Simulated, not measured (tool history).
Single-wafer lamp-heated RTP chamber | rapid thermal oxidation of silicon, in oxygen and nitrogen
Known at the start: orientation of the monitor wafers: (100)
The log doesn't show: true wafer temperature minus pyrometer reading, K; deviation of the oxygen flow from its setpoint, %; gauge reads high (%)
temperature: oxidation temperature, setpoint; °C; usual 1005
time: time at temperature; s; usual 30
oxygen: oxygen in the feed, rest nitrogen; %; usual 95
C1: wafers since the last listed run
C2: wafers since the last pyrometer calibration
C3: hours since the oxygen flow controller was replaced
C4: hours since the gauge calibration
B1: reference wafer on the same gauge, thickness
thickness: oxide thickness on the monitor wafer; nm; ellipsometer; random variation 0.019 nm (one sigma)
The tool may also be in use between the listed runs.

Run 1, day 0.000: usual settings; C1 0; C2 3547; C3 1374.1; C4 798.4; B1 5.103. Result: thickness 4.790 nm.
Run 2, day 2.150: usual settings but time 23 s; C1 445; C2 3993; C3 1425.7; C4 850.0; B1 5.094. Result: thickness 4.288 nm.
Run 3, day 4.162: usual settings but time 23 s; C1 416; C2 4409; C3 1474.0; C4 898.3; B1 5.090. Result: thickness 4.302 nm.
Run 4, day 6.379: usual settings but time 19 s; C1 459; C2 4868; C3 1527.2; C4 951.5; B1 5.096. Result: thickness 4.006 nm.
Run 5, day 8.083: usual settings but time 21 s; C1 352; C2 5221; C3 1568.1; C4 992.4; B1 5.098. Result: thickness 4.191 nm.
Run 6, day 11.571: usual settings but time 21 s; C1 722; C2 5943; C3 1651.8; C4 1076.1; B1 5.100. Result: thickness 4.195 nm.
Run 7, day 13.817: usual settings; C1 465; C2 6408; C3 1705.7; C4 1130.0; B1 5.100. Result: thickness 4.856 nm.
Run 8, day 15.479: usual settings; C1 344; C2 6753; C3 1745.6; C4 1169.9; B1 5.098. Result: thickness 4.874 nm.
At day 15.900: pyrometer window cleaned and pyrometer calibrated.
Run 9, day 16.767: usual settings but temperature 998 °C, time 20 s; C1 197; C2 179; C3 1776.5; C4 1200.8; B1 5.104. Result: thickness 3.778 nm.
Run 10, day 18.750: usual settings but time 25 s; C1 410; C2 590; C3 1824.1; C4 1248.4; B1 5.100. Result: thickness 4.364 nm.
Run 11, day 21.371: usual settings but time 25 s; C1 542; C2 1133; C3 1887.0; C4 1311.3; B1 5.098. Result: thickness 4.378 nm.
Run 12, day 27.142: usual settings but temperature 994 °C, time 36 s; C1 1194; C2 2328; C3 2025.5; C4 1449.8; B1 5.105. Result: thickness 4.751 nm.
At day 27.696: oxygen flow controller replaced.
Run 13, day 28.500: usual settings; C1 212; C2 2540; C3 19.3; C4 1482.4; B1 5.098. Result: thickness 4.778 nm.
Run 14, day 31.354: usual settings; C1 591; C2 3131; C3 87.8; C4 1550.9; B1 5.092. Result: thickness 4.786 nm.
Run 15, day 32.829: usual settings but time 20 s; C1 305; C2 3436; C3 123.2; C4 1586.3; B1 5.107. Result: thickness 4.066 nm.
Run 16, day 34.642: usual settings; C1 375; C2 3812; C3 166.7; C4 1629.8; B1 5.104. Result: thickness 4.824 nm.
Run 17, day 36.346: usual settings; C1 352; C2 4165; C3 207.6; C4 1670.7; B1 5.099. Result: thickness 4.791 nm.
Run 18, day 39.275: usual settings; C1 606; C2 4771; C3 277.9; C4 1741.0; B1 5.097. Result: thickness 4.813 nm.
Run 19, day 40.917: usual settings; C1 339; C2 5111; C3 317.3; C4 1780.4; B1 5.096. Result: thickness 4.824 nm.
Run 20, day 43.138: usual settings but oxygen 98 %; C1 459; C2 5571; C3 370.6; C4 1833.7; B1 5.104. Result: thickness 4.878 nm.
Run 21, day 45.012: usual settings but temperature 1015 °C, time 37 s, oxygen 73 %; C1 388; C2 5959; C3 415.6; C4 1878.7; B1 5.096. Result: thickness 5.178 nm.

Run 22 comes next. What will it give?
Run 22, day 46.288: usual settings but temperature 993 °C, time 26 s, oxygen 98 %; C1 264; C2 6223; C3 446.2; C4 1909.3; B1 ?. Result: thickness ?.

B1: 5.107
thickness: 4.269 nm
Without the tool's hidden state the same run would have given thickness 4.089 nm.
